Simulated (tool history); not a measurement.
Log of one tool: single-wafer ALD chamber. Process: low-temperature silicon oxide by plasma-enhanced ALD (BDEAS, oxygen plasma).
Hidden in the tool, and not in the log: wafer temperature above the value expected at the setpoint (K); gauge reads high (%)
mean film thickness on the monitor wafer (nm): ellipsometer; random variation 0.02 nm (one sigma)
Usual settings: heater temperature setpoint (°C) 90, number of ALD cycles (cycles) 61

run,hour,heater temperature setpoint (°C),number of ALD cycles (cycles),wafers since the last listed run,hours since the last thermocouple change,hours since the gauge calibration,"read-back reference wafer on the same gauge, thickness_nm",mean film thickness on the monitor wafer (nm)
1,0.0,90,61,0,2324.9,850.8,9.048,7.765
2,81.0,90,61,437,2405.9,931.8,9.057,7.706
3,122.7,90,61,225,2447.6,973.5,9.045,7.728
# hour 166.8: gauge calibrated
4,216.5,90,61,506,2541.4,49.7,9.056,7.731
5,274.9,90,69,315,2599.8,108.1,9.049,8.769
6,325.6,90,69,273,2650.5,158.8,9.046,8.746
7,419.1,90,61,505,2744.0,252.3,9.050,7.704
8,512.8,90,71,506,2837.7,346.0,9.052,8.990
9,558.1,90,71,244,2883.0,391.3,9.048,8.970
# hour 602.7: thermocouple changed; heater temperature recalibrated
10,603.2,90,70,200,0.5,436.4,9.055,9.077
11,643.0,90,61,215,40.3,476.2,9.053,7.898
12,712.3,84,54,374,109.6,545.5,9.040,7.166
13,819.9,90,57,581,217.2,653.1,9.062,7.360
14,862.5,81,71,230,259.8,695.7,9.037,9.485
15,925.2,90,67,338,322.5,758.4,9.054,8.633
16,1016.2,90,68,491,413.5,849.4,9.061,8.803
17,1097.5,86,69,439,494.8,930.7,9.044,9.008
# hour 1147.9: gauge calibrated
18,1163.5,95,57,356,560.8,15.6,9.053,7.200
19,1264.9,103,56,547,662.2,117.0,9.053,6.938
20,1354.4,90,61,483,751.7,206.5,9.046,7.845
21,1448.0,90,61,505,845.3,300.1,9.056,7.851
22,1553.4,84,61,569,950.7,405.5,9.060,8.016

Some steps in mean film thickness on the monitor wafer (nm) between neighbouring runs. How much of each would the tool show without its hidden state too (settings, what came in, random variation), and how much is left for the hidden state, with any gauge scatter that isn't in both results?
Run 9 -> 10: number of ALD cycles (cycles) 71 -> 70, thermocouple changed; heater temperature recalibrated. mean film thickness on the monitor wafer (nm) +0.107: hidden state +0.198, all else -0.091.
Run 13 -> 14: heater temperature setpoint (°C) 90 -> 81, number of ALD cycles (cycles) 57 -> 71. mean film thickness on the monitor wafer (nm) +2.125: hidden state -0.009, all else +2.134.
Run 17 -> 18: heater temperature setpoint (°C) 86 -> 95, number of ALD cycles (cycles) 69 -> 57, gauge calibrated. mean film thickness on the monitor wafer (nm) -1.808: hidden state +0.004, all else -1.812.
Run 19 -> 20: heater temperature setpoint (°C) 103 -> 90, number of ALD cycles (cycles) 56 -> 61. mean film thickness on the monitor wafer (nm) +0.907: hidden state -0.036, all else +0.943.
